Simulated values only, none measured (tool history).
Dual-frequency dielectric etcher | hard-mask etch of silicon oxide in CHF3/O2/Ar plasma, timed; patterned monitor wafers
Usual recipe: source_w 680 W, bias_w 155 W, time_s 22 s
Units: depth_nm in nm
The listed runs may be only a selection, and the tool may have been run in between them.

run,day,source_w,bias_w,time_s,wafers since the last listed run,hours since the last wet clean,hours since the last source power generator calibration,hours since the last bias power generator calibration,hours since the last upper electrode change,hours since the gauge calibration,"read-back reference wafer on the same gauge, depth_nm",depth_nm
1,0,680,155,22,0,47,5086.9,4313.7,4427.9,885.3,38.79,45.23
2,3.412,680,155,20.5,735,128.9,5168.8,4395.6,4509.8,967.2,38.79,42.23
# day 4.767: bias power generator calibrated
3,4.892,680,155,20.5,283,164.4,5204.3,3,4545.3,1002.7,38.8,42.33
4,5.733,680,155,20.5,181,184.6,5224.5,23.2,4565.5,1022.9,38.8,42.3
5,7.046,680,155,22,283,216.1,5256,54.7,4597,1054.4,38.8,45.52
# day 8.838: upper electrode replaced
6,8.858,680,155,22,175,259.6,5299.5,98.2,0.5,1097.9,38.8,45.43
7,8.875,680,155,22,3,260,5299.9,98.6,0.9,1098.3,38.8,45.4
8,9.917,680,155,22,224,285,5324.9,123.6,25.9,1123.3,38.8,45.43
9,10.504,540,178,28,126,299.1,5339,137.7,40,1137.4,38.8,54.53
10,11.062,620,182,22,120,312.5,5352.4,151.1,53.4,1150.8,38.8,45.86
11,12.204,530,155,22,246,339.9,5379.8,178.5,80.8,1178.2,38.8,40.82
12,14.471,740,155,17.5,488,394.3,5434.2,232.9,135.2,1232.6,38.81,37.63
13,15.283,790,184,28,175,413.8,5453.7,252.4,154.7,1252.1,38.81,65.15
14,16.517,680,184,20,265,443.4,5483.3,282,184.3,1281.7,38.8,43.65
15,20.725,730,173,16,907,544.4,5584.3,383,285.3,1382.7,38.8,35.44
16,21.521,770,141,22,171,563.5,5603.4,402.1,304.4,1401.8,38.8,47.15
17,22.088,680,155,22,122,577.1,5617,415.7,318,1415.4,38.79,45.75
# day 23.367: source power generator calibrated
# day 23.404: wet clean of the chamber
18,23.425,620,184,16.5,245,0.5,1.4,447.8,350.1,1447.5,38.79,33.36
# day 23.933: gauge calibrated
19,24.454,580,179,16,221,25.2,26.1,472.5,374.8,12.5,38.79,31.17
20,24.988,590,155,22,115,38,38.9,485.3,387.6,25.3,38.81,41.49
21,28.888,680,155,22,841,131.6,132.5,578.9,481.2,118.9,38.8,44.25
22,29.712,680,155,20,177,151.4,152.3,598.7,501,138.7,38.8,40.1
23,30.429,830,135,28,154,168.6,169.5,615.9,518.2,155.9,38.8,58.96
24,31.292,680,120,18.5,185,189.3,190.2,636.6,538.9,176.6,38.81,34.7
25,31.9,530,130,25.5,131,203.9,204.8,651.2,553.5,191.2,38.8,43.69
26,33.117,600,168,24.5,262,233.1,234,680.4,582.7,220.4,38.8,47.65
27,33.942,680,155,22,177,252.9,253.8,700.2,602.5,240.2,38.79,44.36
28,34.971,680,155,22,221,277.6,278.5,724.9,627.2,264.9,38.79,44.29
29,36.038,580,136,25.5,230,303.2,304.1,750.5,652.8,290.5,38.81,46.25

Forecast each of these 5 alternatives for the next run:
A,36.054,680,126,22,3,303.6,304.5,750.9,653.2,290.9,?,?
B,36.054,740,155,22,3,303.6,304.5,750.9,653.2,290.9,?,?
C,36.054,540,140,20,3,303.6,304.5,750.9,653.2,290.9,?,?
D,36.054,680,165,22,3,303.6,304.5,750.9,653.2,290.9,?,?
E,36.054,770,174,16,3,303.6,304.5,750.9,653.2,290.9,?,?

run,"read-back reference wafer on the same gauge, depth_nm",depth_nm
A,38.81,41.79
B,38.81,45.88
C,38.81,35.33
D,38.81,45.05
E,38.81,35.09
Without the tool's hidden state the same runs would have given:
run,depth_nm
A,41.63
B,45.71
C,35.2
D,44.88
E,34.95

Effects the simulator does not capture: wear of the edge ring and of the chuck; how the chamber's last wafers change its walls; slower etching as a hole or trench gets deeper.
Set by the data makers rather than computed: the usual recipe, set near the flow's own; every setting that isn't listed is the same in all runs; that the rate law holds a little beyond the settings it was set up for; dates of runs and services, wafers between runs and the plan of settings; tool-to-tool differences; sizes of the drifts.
